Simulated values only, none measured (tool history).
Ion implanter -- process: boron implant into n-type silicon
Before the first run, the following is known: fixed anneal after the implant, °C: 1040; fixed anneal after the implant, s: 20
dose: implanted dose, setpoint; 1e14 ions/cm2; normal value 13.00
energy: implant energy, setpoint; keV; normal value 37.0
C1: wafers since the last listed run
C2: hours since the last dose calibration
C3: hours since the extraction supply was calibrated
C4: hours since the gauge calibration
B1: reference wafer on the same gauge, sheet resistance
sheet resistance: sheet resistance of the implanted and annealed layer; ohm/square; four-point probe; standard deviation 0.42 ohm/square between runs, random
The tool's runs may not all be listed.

{"run": 1, "hour": 0.0, "dose": 13.0, "energy": 30.5, "C1": 0, "C2": 385.5, "C3": 5461.6, "C4": 631.0, "B1": 80.63, "sheet resistance": 90.37}
{"run": 2, "hour": 96.8, "dose": 13.0, "energy": 30.5, "C1": 1369, "C2": 482.3, "C3": 5558.4, "C4": 727.8, "B1": 80.58, "sheet resistance": 91.39}
{"run": 3, "hour": 136.1, "dose": 13.0, "energy": 30.5, "C1": 555, "C2": 521.6, "C3": 5597.7, "C4": 767.1, "B1": 80.61, "sheet resistance": 92.08}
{"run": 4, "hour": 186.7, "dose": 13.0, "energy": 37.0, "C1": 715, "C2": 572.2, "C3": 5648.3, "C4": 817.7, "B1": 80.55, "sheet resistance": 89.77}
{"run": 5, "hour": 230.1, "dose": 13.0, "energy": 37.0, "C1": 613, "C2": 615.6, "C3": 5691.7, "C4": 861.1, "B1": 80.58, "sheet resistance": 90.81}
{"run": 6, "hour": 323.0, "dose": 13.0, "energy": 37.0, "C1": 1314, "C2": 708.5, "C3": 5784.6, "C4": 954.0, "B1": 80.52, "sheet resistance": 90.34}
{"run": 7, "hour": 366.2, "dose": 11.24, "energy": 29.0, "C1": 611, "C2": 751.7, "C3": 5827.8, "C4": 997.2, "B1": 80.73, "sheet resistance": 103.92}
{"run": 8, "hour": 429.2, "dose": 14.63, "energy": 37.0, "C1": 891, "C2": 814.7, "C3": 5890.8, "C4": 1060.2, "B1": 80.58, "sheet resistance": 81.55}
{"run": 9, "hour": 519.2, "dose": 13.0, "energy": 37.0, "C1": 1273, "C2": 904.7, "C3": 5980.8, "C4": 1150.2, "B1": 80.46, "sheet resistance": 90.2}
{"run": 10, "hour": 570.3, "dose": 13.0, "energy": 37.0, "C1": 722, "C2": 955.8, "C3": 6031.9, "C4": 1201.3, "B1": 80.52, "sheet resistance": 90.51}
{"hour": 591.3, "done": "extraction supply calibrated"}
{"run": 11, "hour": 677.1, "dose": 13.0, "energy": 37.0, "C1": 1397, "C2": 1062.6, "C3": 85.8, "C4": 1308.1, "B1": 80.65, "sheet resistance": 90.54}
{"run": 12, "hour": 929.8, "dose": 13.0, "energy": 37.0, "C1": 3574, "C2": 1315.3, "C3": 338.5, "C4": 1560.8, "B1": 80.58, "sheet resistance": 91.17}
{"run": 13, "hour": 1004.5, "dose": 9.4, "energy": 48.5, "C1": 1056, "C2": 1390.0, "C3": 413.2, "C4": 1635.5, "B1": 80.62, "sheet resistance": 116.83}
{"run": 14, "hour": 1076.6, "dose": 11.9, "energy": 37.0, "C1": 1019, "C2": 1462.1, "C3": 485.3, "C4": 1707.6, "B1": 80.48, "sheet resistance": 98.35}
{"run": 15, "hour": 1136.8, "dose": 9.91, "energy": 29.0, "C1": 851, "C2": 1522.3, "C3": 545.5, "C4": 1767.8, "B1": 80.47, "sheet resistance": 116.0}
{"run": 16, "hour": 1229.6, "dose": 13.0, "energy": 40.5, "C1": 1312, "C2": 1615.1, "C3": 638.3, "C4": 1860.6, "B1": 80.54, "sheet resistance": 90.74}
{"run": 17, "hour": 1301.5, "dose": 15.44, "energy": 47.5, "C1": 1017, "C2": 1687.0, "C3": 710.2, "C4": 1932.5, "B1": 80.5, "sheet resistance": 77.69}
{"run": 18, "hour": 1342.2, "dose": 16.84, "energy": 27.0, "C1": 575, "C2": 1727.7, "C3": 750.9, "C4": 1973.2, "B1": 80.67, "sheet resistance": 74.85}
{"run": 19, "hour": 1442.3, "dose": 13.0, "energy": 37.0, "C1": 1415, "C2": 1827.8, "C3": 851.0, "C4": 2073.3, "B1": 80.48, "sheet resistance": 91.31}
{"run": 20, "hour": 1535.6, "dose": 10.79, "energy": 49.5, "C1": 1319, "C2": 1921.1, "C3": 944.3, "C4": 2166.6, "B1": 80.61, "sheet resistance": 104.9}
{"run": 21, "hour": 1602.5, "dose": 13.0, "energy": 37.0, "C1": 946, "C2": 1988.0, "C3": 1011.2, "C4": 2233.5, "B1": 80.61, "sheet resistance": 91.1}
{"hour": 1620.8, "done": "Faraday cup replaced and dose calibrated"}
{"run": 22, "hour": 1676.0, "dose": 11.5, "energy": 32.5, "C1": 926, "C2": 55.2, "C3": 1084.7, "C4": 2307.0, "B1": 80.55, "sheet resistance": 99.84}
{"run": 23, "hour": 1755.8, "dose": 13.0, "energy": 42.0, "C1": 1128, "C2": 135.0, "C3": 1164.5, "C4": 2386.8, "B1": 80.72, "sheet resistance": 88.33}
{"run": 24, "hour": 1826.6, "dose": 14.42, "energy": 31.5, "C1": 1001, "C2": 205.8, "C3": 1235.3, "C4": 2457.6, "B1": 80.52, "sheet resistance": 83.02}
{"run": 25, "hour": 1926.1, "dose": 13.0, "energy": 37.0, "C1": 1407, "C2": 305.3, "C3": 1334.8, "C4": 2557.1, "B1": 80.5, "sheet resistance": 89.68}
{"run": 26, "hour": 2000.6, "dose": 13.0, "energy": 37.0, "C1": 1053, "C2": 379.8, "C3": 1409.3, "C4": 2631.6, "B1": 80.46, "sheet resistance": 90.27}
{"hour": 2040.8, "done": "gauge calibrated"}
{"run": 27, "hour": 2057.9, "dose": 15.64, "energy": 37.0, "C1": 810, "C2": 437.1, "C3": 1466.6, "C4": 17.1, "B1": 80.62, "sheet resistance": 77.64}
{"run": 28, "hour": 2229.0, "dose": 16.38, "energy": 44.0, "C1": 2420, "C2": 608.2, "C3": 1637.7, "C4": 188.2, "B1": 80.62, "sheet resistance": 73.06}
{"run": 29, "hour": 2266.2, "dose": 13.0, "energy": 27.5, "C1": 526, "C2": 645.4, "C3": 1674.9, "C4": 225.4, "B1": 80.56, "sheet resistance": 93.45}
{"run": 30, "hour": 2320.4, "dose": 9.52, "energy": 32.0, "C1": 766, "C2": 699.6, "C3": 1729.1, "C4": 279.6, "B1": 80.48, "sheet resistance": 119.8}
{"run": 31, "hour": 2356.7, "dose": 13.0, "energy": 26.5, "C1": 513, "C2": 735.9, "C3": 1765.4, "C4": 315.9, "B1": 80.54, "sheet resistance": 93.2}
{"run": 32, "hour": 2449.0, "dose": 11.36, "energy": 41.0, "C1": 1305, "C2": 828.2, "C3": 1857.7, "C4": 408.2, "B1": 80.79, "sheet resistance": 102.03}
{"run": 33, "hour": 2499.5, "dose": 13.0, "energy": 37.0, "C1": 714, "C2": 878.7, "C3": 1908.2, "C4": 458.7, "B1": 80.42, "sheet resistance": 91.79}
{"run": 34, "hour": 2721.9, "dose": 13.0, "energy": 37.0, "C1": 3145, "C2": 1101.1, "C3": 2130.6, "C4": 681.1, "B1": 80.73, "sheet resistance": 91.62}
{"run": 35, "hour": 2792.9, "dose": 14.83, "energy": 37.0, "C1": 1004, "C2": 1172.1, "C3": 2201.6, "C4": 752.1, "B1": 80.57, "sheet resistance": 81.82}
{"run": 36, "hour": 2893.7, "dose": 14.12, "energy": 31.0, "C1": 1425, "C2": 1272.9, "C3": 2302.4, "C4": 852.9, "B1": 80.5, "sheet resistance": 86.28}

Selected run-to-run steps in sheet resistance, each split into two signed amounts: the part the tool would show with no hidden state at all (from settings, incoming material and random variation), and the remainder, which goes to the hidden state together with any gauge scatter not common to the measured and the hidden-state-free results:
The tool's hidden condition here consists of: deviation of the true dose from the Faraday cup's reading, %; deviation of the true energy from its setpoint, %; gauge reads high (%).
Run 12 -> 13: dose 13.00 -> 9.40, energy 37.0 -> 48.5. sheet resistance +25.66 ohm/square: hidden state +0.64, all else +25.02.
Run 21 -> 22: dose 13.00 -> 11.50, energy 37.0 -> 32.5, Faraday cup replaced and dose calibrated. sheet resistance +8.74 ohm/square: hidden state -2.06, all else +10.80.
Run 29 -> 30: dose 13.00 -> 9.52, energy 27.5 -> 32.0. sheet resistance +26.35 ohm/square: hidden state +0.89, all else +25.46.
Run 30 -> 31: dose 9.52 -> 13.00, energy 32.0 -> 26.5. sheet resistance -26.60 ohm/square: hidden state -0.74, all else -25.86.

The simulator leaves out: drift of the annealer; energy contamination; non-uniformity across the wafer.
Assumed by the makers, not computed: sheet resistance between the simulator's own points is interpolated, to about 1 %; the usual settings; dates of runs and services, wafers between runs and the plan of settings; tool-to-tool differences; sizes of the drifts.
